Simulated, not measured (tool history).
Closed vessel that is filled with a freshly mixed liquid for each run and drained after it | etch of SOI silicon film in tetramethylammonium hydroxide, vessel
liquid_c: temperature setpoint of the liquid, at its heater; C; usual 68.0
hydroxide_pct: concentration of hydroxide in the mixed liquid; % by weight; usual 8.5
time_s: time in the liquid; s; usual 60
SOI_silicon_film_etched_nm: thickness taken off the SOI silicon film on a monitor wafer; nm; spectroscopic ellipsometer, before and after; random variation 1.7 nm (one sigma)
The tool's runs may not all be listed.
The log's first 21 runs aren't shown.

| run | hour | liquid_c | hydroxide_pct | time_s | wafers since the last listed run | hours since the thermometer was replaced | hours since the hydroxide flow meter was replaced | hours since the gauge calibration | read-back film thickness of the SOI silicon film reference wafer, read on the same gauge (nm) | SOI_silicon_film_etched_nm |
|---|---|---|---|---|---|---|---|---|---|---|
| 22 | 613.7 | 65.0 | 8.0 | 85 | 3885 | 248.7 | 1992.6 | 184.3 | 60.01 | 459.53 |
|  | 619.6 | hydroxide flow meter replaced |
| 23 | 639.4 | 68.0 | 8.5 | 60 | 2830 | 274.4 | 19.8 | 210.0 | 60.02 | 371.29 |
| 24 | 672.1 | 63.0 | 9.5 | 60 | 3747 | 307.1 | 52.5 | 242.7 | 60.01 | 261.84 |
| 25 | 700.9 | 68.0 | 8.5 | 85 | 3300 | 335.9 | 81.3 | 271.5 | 60.03 | 524.96 |
| 26 | 720.5 | 68.0 | 8.5 | 60 | 2246 | 355.5 | 100.9 | 291.1 | 60.04 | 367.70 |
| 27 | 735.3 | 61.5 | 9.0 | 85 | 1696 | 370.3 | 115.7 | 305.9 | 59.98 | 346.08 |
| 28 | 749.1 | 68.0 | 7.0 | 60 | 1581 | 384.1 | 129.5 | 319.7 | 59.98 | 391.56 |
| 29 | 777.2 | 68.0 | 8.5 | 60 | 3220 | 412.2 | 157.6 | 347.8 | 60.00 | 371.99 |

Forecast run 30:
| 30 | 804.0 | 71.0 | 6.5 | 60 | 3071 | 439.0 | 184.4 | 374.6 | ? | ? |

Run 30 gave read-back film thickness of the SOI silicon film reference wafer, read on the same gauge (nm) 60.00, SOI_silicon_film_etched_nm 478.45 nm.
Without the tool's hidden state the same run would have given SOI_silicon_film_etched_nm 476.88 nm.
